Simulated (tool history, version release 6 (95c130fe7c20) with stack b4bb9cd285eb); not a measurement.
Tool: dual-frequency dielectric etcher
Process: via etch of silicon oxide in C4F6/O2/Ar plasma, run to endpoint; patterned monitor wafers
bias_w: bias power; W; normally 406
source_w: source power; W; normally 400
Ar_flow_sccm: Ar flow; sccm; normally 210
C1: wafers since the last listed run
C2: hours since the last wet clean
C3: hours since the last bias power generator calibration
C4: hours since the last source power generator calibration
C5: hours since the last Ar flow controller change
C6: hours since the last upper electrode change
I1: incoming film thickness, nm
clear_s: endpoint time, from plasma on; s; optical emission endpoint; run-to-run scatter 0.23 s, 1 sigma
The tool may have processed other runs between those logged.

{"run": 1, "day": 0.0, "bias_w": 406, "source_w": 400, "Ar_flow_sccm": 210, "C1": 0, "C2": 3.1, "C3": 3379.9, "C4": 4390.9, "C5": 3970.7, "C6": 5012.5, "I1": 150.1, "clear_s": 34.7}
{"run": 2, "day": 2.3, "bias_w": 406, "source_w": 400, "Ar_flow_sccm": 210, "C1": 1045, "C2": 58.3, "C3": 3435.1, "C4": 4446.1, "C5": 4025.9, "C6": 5067.7, "I1": 149.3, "clear_s": 35}
{"run": 3, "day": 3.154, "bias_w": 406, "source_w": 400, "Ar_flow_sccm": 210, "C1": 388, "C2": 78.8, "C3": 3455.6, "C4": 4466.6, "C5": 4046.4, "C6": 5088.2, "I1": 150.8, "clear_s": 35.2}
{"day": 4.354, "done": "source power generator calibrated"}
{"run": 4, "day": 4.546, "bias_w": 406, "source_w": 400, "Ar_flow_sccm": 210, "C1": 556, "C2": 112.2, "C3": 3489, "C4": 4.6, "C5": 4079.8, "C6": 5121.6, "I1": 150.2, "clear_s": 35.5}
{"day": 5.575, "done": "Ar flow controller replaced"}
{"day": 7.333, "done": "upper electrode replaced"}
{"run": 5, "day": 7.354, "bias_w": 406, "source_w": 400, "Ar_flow_sccm": 210, "C1": 708, "C2": 179.6, "C3": 3556.4, "C4": 72, "C5": 42.7, "C6": 0.5, "I1": 147.7, "clear_s": 35.3}
{"run": 6, "day": 10.338, "bias_w": 406, "source_w": 400, "Ar_flow_sccm": 191, "C1": 1355, "C2": 251.2, "C3": 3628, "C4": 143.6, "C5": 114.3, "C6": 72.1, "I1": 149.4, "clear_s": 35.3}
{"run": 7, "day": 10.938, "bias_w": 406, "source_w": 400, "Ar_flow_sccm": 210, "C1": 272, "C2": 265.6, "C3": 3642.4, "C4": 158, "C5": 128.7, "C6": 86.5, "I1": 150, "clear_s": 35.8}
{"run": 8, "day": 12.242, "bias_w": 406, "source_w": 400, "Ar_flow_sccm": 210, "C1": 592, "C2": 296.9, "C3": 3673.7, "C4": 189.3, "C5": 160, "C6": 117.8, "I1": 149, "clear_s": 35.7}
{"run": 9, "day": 13.0, "bias_w": 406, "source_w": 370, "Ar_flow_sccm": 210, "C1": 344, "C2": 315.1, "C3": 3691.9, "C4": 207.5, "C5": 178.2, "C6": 136, "I1": 148.5, "clear_s": 37.1}
{"run": 10, "day": 13.504, "bias_w": 406, "source_w": 400, "Ar_flow_sccm": 210, "C1": 229, "C2": 327.2, "C3": 3704, "C4": 219.6, "C5": 190.3, "C6": 148.1, "I1": 149.3, "clear_s": 35.9}
{"run": 11, "day": 14.888, "bias_w": 406, "source_w": 300, "Ar_flow_sccm": 170, "C1": 628, "C2": 360.4, "C3": 3737.2, "C4": 252.8, "C5": 223.5, "C6": 181.3, "I1": 149.4, "clear_s": 38.9}
{"run": 12, "day": 15.45, "bias_w": 463, "source_w": 470, "Ar_flow_sccm": 161, "C1": 255, "C2": 373.9, "C3": 3750.7, "C4": 266.3, "C5": 237, "C6": 194.8, "I1": 149, "clear_s": 31.8}
{"run": 13, "day": 16.233, "bias_w": 406, "source_w": 400, "Ar_flow_sccm": 210, "C1": 355, "C2": 392.7, "C3": 3769.5, "C4": 285.1, "C5": 255.8, "C6": 213.6, "I1": 150.3, "clear_s": 36.5}
{"run": 14, "day": 17.371, "bias_w": 437, "source_w": 340, "Ar_flow_sccm": 259, "C1": 516, "C2": 420, "C3": 3796.8, "C4": 312.4, "C5": 283.1, "C6": 240.9, "I1": 149.7, "clear_s": 38.5}
{"day": 17.875, "done": "bias power generator calibrated"}
{"run": 15, "day": 18.579, "bias_w": 406, "source_w": 400, "Ar_flow_sccm": 210, "C1": 473, "C2": 449, "C3": 16.9, "C4": 341.4, "C5": 312.1, "C6": 269.9, "I1": 150.1, "clear_s": 36.6}
{"run": 16, "day": 19.767, "bias_w": 406, "source_w": 400, "Ar_flow_sccm": 210, "C1": 539, "C2": 477.5, "C3": 45.4, "C4": 369.9, "C5": 340.6, "C6": 298.4, "I1": 148.7, "clear_s": 36}
{"day": 21.533, "done": "wet clean of the chamber"}
{"run": 17, "day": 21.554, "bias_w": 406, "source_w": 400, "Ar_flow_sccm": 210, "C1": 357, "C2": 0.5, "C3": 88.3, "C4": 412.8, "C5": 383.5, "C6": 341.3, "I1": 148.9, "clear_s": 34.2}
{"run": 18, "day": 22.438, "bias_w": 476, "source_w": 400, "Ar_flow_sccm": 237, "C1": 401, "C2": 21.7, "C3": 109.5, "C4": 434, "C5": 404.7, "C6": 362.5, "I1": 150, "clear_s": 33.8}
{"run": 19, "day": 23.925, "bias_w": 406, "source_w": 490, "Ar_flow_sccm": 167, "C1": 675, "C2": 57.4, "C3": 145.2, "C4": 469.7, "C5": 440.4, "C6": 398.2, "I1": 150.1, "clear_s": 31.6}
{"run": 20, "day": 24.683, "bias_w": 362, "source_w": 350, "Ar_flow_sccm": 227, "C1": 344, "C2": 75.6, "C3": 163.4, "C4": 487.9, "C5": 458.6, "C6": 416.4, "I1": 148.1, "clear_s": 38}
{"run": 21, "day": 25.421, "bias_w": 406, "source_w": 400, "Ar_flow_sccm": 210, "C1": 335, "C2": 93.3, "C3": 181.1, "C4": 505.6, "C5": 476.3, "C6": 434.1, "I1": 149.7, "clear_s": 34.8}
{"run": 22, "day": 26.8, "bias_w": 406, "source_w": 500, "Ar_flow_sccm": 238, "C1": 626, "C2": 126.4, "C3": 214.2, "C4": 538.7, "C5": 509.4, "C6": 467.2, "I1": 148.2, "clear_s": 32.2}
{"run": 23, "day": 27.4, "bias_w": 406, "source_w": 400, "Ar_flow_sccm": 210, "C1": 272, "C2": 140.8, "C3": 228.6, "C4": 553.1, "C5": 523.8, "C6": 481.6, "I1": 149.5, "clear_s": 35.2}
{"run": 24, "day": 27.988, "bias_w": 482, "source_w": 500, "Ar_flow_sccm": 163, "C1": 266, "C2": 154.9, "C3": 242.7, "C4": 567.2, "C5": 537.9, "C6": 495.7, "I1": 150.2, "clear_s": 30}
{"run": 25, "day": 28.775, "bias_w": 406, "source_w": 400, "Ar_flow_sccm": 210, "C1": 357, "C2": 173.8, "C3": 261.6, "C4": 586.1, "C5": 556.8, "C6": 514.6, "I1": 150.8, "clear_s": 35.7}
{"run": 26, "day": 29.579, "bias_w": 449, "source_w": 400, "Ar_flow_sccm": 188, "C1": 365, "C2": 193.1, "C3": 280.9, "C4": 605.4, "C5": 576.1, "C6": 533.9, "I1": 147.4, "clear_s": 33.7}
{"run": 27, "day": 30.358, "bias_w": 406, "source_w": 460, "Ar_flow_sccm": 210, "C1": 354, "C2": 211.8, "C3": 299.6, "C4": 624.1, "C5": 594.8, "C6": 552.6, "I1": 149.8, "clear_s": 34.1}
{"run": 28, "day": 31.042, "bias_w": 481, "source_w": 400, "Ar_flow_sccm": 230, "C1": 310, "C2": 228.2, "C3": 316, "C4": 640.5, "C5": 611.2, "C6": 569, "I1": 148.4, "clear_s": 33.9}
{"run": 29, "day": 32.204, "bias_w": 406, "source_w": 300, "Ar_flow_sccm": 192, "C1": 528, "C2": 256.1, "C3": 343.9, "C4": 668.4, "C5": 639.1, "C6": 596.9, "I1": 149.6, "clear_s": 39.7}
{"run": 30, "day": 33.125, "bias_w": 406, "source_w": 400, "Ar_flow_sccm": 210, "C1": 418, "C2": 278.2, "C3": 366, "C4": 690.5, "C5": 661.2, "C6": 619, "I1": 148.5, "clear_s": 35.5}

Below, some changes in clear_s between adjacent runs. For each, the amount present without the hidden state too (settings, incoming material, random variation) and the amount remaining for the hidden state with gauge scatter not shared by both compared results:
Hidden state at play: etch rate over this chamber's usual, %; bias power that arrives over what is set, %; source power that arrives over what is set, %; Ar flow that arrives over what is set, %.
Run 4 -> 5: Ar flow controller replaced, upper electrode replaced. clear_s -0.2 s: hidden state +0.3, all else -0.5.
Run 5 -> 6: Ar_flow_sccm 210 -> 191. clear_s +0 s: hidden state +0.3, all else -0.3.
Run 11 -> 12: bias_w 406 -> 463, source_w 300 -> 470, Ar_flow_sccm 170 -> 161. clear_s -7.1 s: hidden state -0.2, all else -6.9.
Run 16 -> 17: wet clean of the chamber. clear_s -1.8 s: hidden state -2, all else +0.2.
Run 19 -> 20: bias_w 406 -> 362, source_w 490 -> 350, Ar_flow_sccm 167 -> 227. clear_s +6.4 s: hidden state +0.1, all else +6.3.
Run 28 -> 29: bias_w 481 -> 406, source_w 400 -> 300, Ar_flow_sccm 230 -> 192. clear_s +5.8 s: hidden state +0.3, all else +5.5.
